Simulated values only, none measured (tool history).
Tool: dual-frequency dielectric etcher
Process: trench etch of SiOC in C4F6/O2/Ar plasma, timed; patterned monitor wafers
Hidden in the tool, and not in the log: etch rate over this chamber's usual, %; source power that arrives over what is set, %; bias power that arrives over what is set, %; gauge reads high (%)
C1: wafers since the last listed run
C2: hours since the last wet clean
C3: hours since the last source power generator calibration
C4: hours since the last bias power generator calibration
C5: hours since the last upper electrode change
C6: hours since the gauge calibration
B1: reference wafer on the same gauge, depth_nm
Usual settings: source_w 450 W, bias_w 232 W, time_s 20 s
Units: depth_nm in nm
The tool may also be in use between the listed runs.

Run 1, hour 0: usual settings but source_w 420 W, bias_w 273 W; C1 0; C2 413.3; C3 4809.9; C4 3225.8; C5 3827.9; C6 36.9; B1 55.37. Result: depth_nm 54.7 nm.
Run 2, hour 35.2: usual settings but source_w 420 W, bias_w 273 W; C1 672; C2 448.5; C3 4845.1; C4 3261; C5 3863.1; C6 72.1; B1 55.45. Result: depth_nm 54.6 nm.
Run 3, hour 51.5: usual settings but source_w 420 W, bias_w 273 W; C1 311; C2 464.8; C3 4861.4; C4 3277.3; C5 3879.4; C6 88.4; B1 55.44. Result: depth_nm 54.89 nm.
Run 4, hour 63.2: usual settings but bias_w 186 W, time_s 17.5 s; C1 223; C2 476.5; C3 4873.1; C4 3289; C5 3891.1; C6 100.1; B1 55.44. Result: depth_nm 42.8 nm.
Run 5, hour 72.1: usual settings but bias_w 186 W, time_s 17.5 s; C1 170; C2 485.4; C3 4882; C4 3297.9; C5 3900; C6 109; B1 55.4. Result: depth_nm 42.82 nm.
Run 6, hour 83.9: usual settings but bias_w 186 W, time_s 17.5 s; C1 225; C2 497.2; C3 4893.8; C4 3309.7; C5 3911.8; C6 120.8; B1 55.43. Result: depth_nm 42.84 nm.
Run 7, hour 92.8: usual settings but bias_w 258 W, time_s 24.5 s; C1 170; C2 506.1; C3 4902.7; C4 3318.6; C5 3920.7; C6 129.7; B1 55.36. Result: depth_nm 66.4 nm.
At hour 99.5: source power generator calibrated.
Run 8, hour 107.2: usual settings but bias_w 258 W, time_s 24.5 s; C1 198; C2 520.5; C3 7.7; C4 3333; C5 3935.1; C6 144.1; B1 55.5. Result: depth_nm 66.29 nm.
Run 9, hour 114.5: usual settings; C1 139; C2 527.8; C3 15; C4 3340.3; C5 3942.4; C6 151.4; B1 55.39. Result: depth_nm 52.03 nm.
Run 10, hour 126.9: usual settings; C1 236; C2 540.2; C3 27.4; C4 3352.7; C5 3954.8; C6 163.8; B1 55.42. Result: depth_nm 52.18 nm.
Run 11, hour 137.7: usual settings; C1 206; C2 551; C3 38.2; C4 3363.5; C5 3965.6; C6 174.6; B1 55.42. Result: depth_nm 51.99 nm.
Run 12, hour 151.6: usual settings but bias_w 258 W, time_s 24.5 s; C1 265; C2 564.9; C3 52.1; C4 3377.4; C5 3979.5; C6 188.5; B1 55.31. Result: depth_nm 66.1 nm.
Run 13, hour 160: usual settings; C1 160; C2 573.3; C3 60.5; C4 3385.8; C5 3987.9; C6 196.9; B1 55.41. Result: depth_nm 51.99 nm.
At hour 161.9: gauge calibrated.
Run 14, hour 166.4: usual settings but source_w 490 W, bias_w 286 W; C1 122; C2 579.7; C3 66.9; C4 3392.2; C5 3994.3; C6 4.5; B1 55.41. Result: depth_nm 56.46 nm.
At hour 191.3: wet clean of the chamber.
At hour 208.6: upper electrode replaced.
Run 15, hour 209.1: usual settings but source_w 530 W, bias_w 277 W, time_s 16 s; C1 27; C2 17.8; C3 109.6; C4 3434.9; C5 0.5; C6 47.2; B1 55.38. Result: depth_nm 43.92 nm.
Run 16, hour 209.4: usual settings but time_s 16.5 s; C1 5; C2 18.1; C3 109.9; C4 3435.2; C5 0.8; C6 47.5; B1 55.48. Result: depth_nm 41.63 nm.
Run 17, hour 209.8: usual settings but source_w 410 W, bias_w 198 W, time_s 16.5 s; C1 7; C2 18.5; C3 110.3; C4 3435.6; C5 1.2; C6 47.9; B1 55.43. Result: depth_nm 38.69 nm.
At hour 214.4: bias power generator calibrated.
Run 18, hour 215.1: usual settings but time_s 23 s; C1 24; C2 23.8; C3 115.6; C4 0.7; C5 6.5; C6 53.2; B1 55.43. Result: depth_nm 58.27 nm.
At hour 247.3: wet clean of the chamber, repeated, since the last time left the tool worse.
Run 19, hour 247.8: usual settings but source_w 390 W, time_s 25.5 s; C1 166; C2 0.5; C3 148.3; C4 33.4; C5 39.2; C6 85.9; B1 55.29. Result: depth_nm 67.48 nm.
Run 20, hour 248.6: usual settings but source_w 420 W, bias_w 273 W; C1 15; C2 1.3; C3 149.1; C4 34.2; C5 40; C6 86.7; B1 55.46. Result: depth_nm 56.56 nm.
Run 21, hour 255.1: usual settings but source_w 410 W, time_s 25.5 s; C1 124; C2 7.8; C3 155.6; C4 40.7; C5 46.5; C6 93.2; B1 55.39. Result: depth_nm 67.81 nm.
Run 22, hour 268.1: usual settings but source_w 490 W, bias_w 189 W, time_s 24 s; C1 248; C2 20.8; C3 168.6; C4 53.7; C5 59.5; C6 106.2; B1 55.39. Result: depth_nm 62.76 nm.
Run 23, hour 278.1: usual settings but source_w 410 W; C1 191; C2 30.8; C3 178.6; C4 63.7; C5 69.5; C6 116.2; B1 55.44. Result: depth_nm 53.38 nm.

How the hidden state differs across the entries between the runs, from the last listed run before each to the first after it:
Between runs 7 and 8: source power generator calibrated (hour 99.5)
  etch rate over this chamber's usual, %: -3.12 -> -3.2
  measured less the result without the state, depth_nm: -2.14 -> -2.19 nm
Between runs 13 and 14: gauge calibrated (hour 161.9)
  etch rate over this chamber's usual, %: -3.48 -> -3.51
  measured less the result without the state, depth_nm: -1.87 -> -2.05 nm
Between runs 14 and 15: wet clean of the chamber (hour 191.3); upper electrode replaced (hour 208.6)
  etch rate over this chamber's usual, %: -3.51 -> -6.7
  measured less the result without the state, depth_nm: -2.05 -> -3.15 nm
Between runs 17 and 18: bias power generator calibrated (hour 214.4)
  etch rate over this chamber's usual, %: -6.7 -> -6.73
  measured less the result without the state, depth_nm: -2.78 -> -4.2 nm
Between runs 18 and 19: wet clean of the chamber, repeated, since the last time left the tool worse (hour 247.3)
  etch rate over this chamber's usual, %: -6.73 -> 0.645
  measured less the result without the state, depth_nm: -4.2 -> +0.43 nm
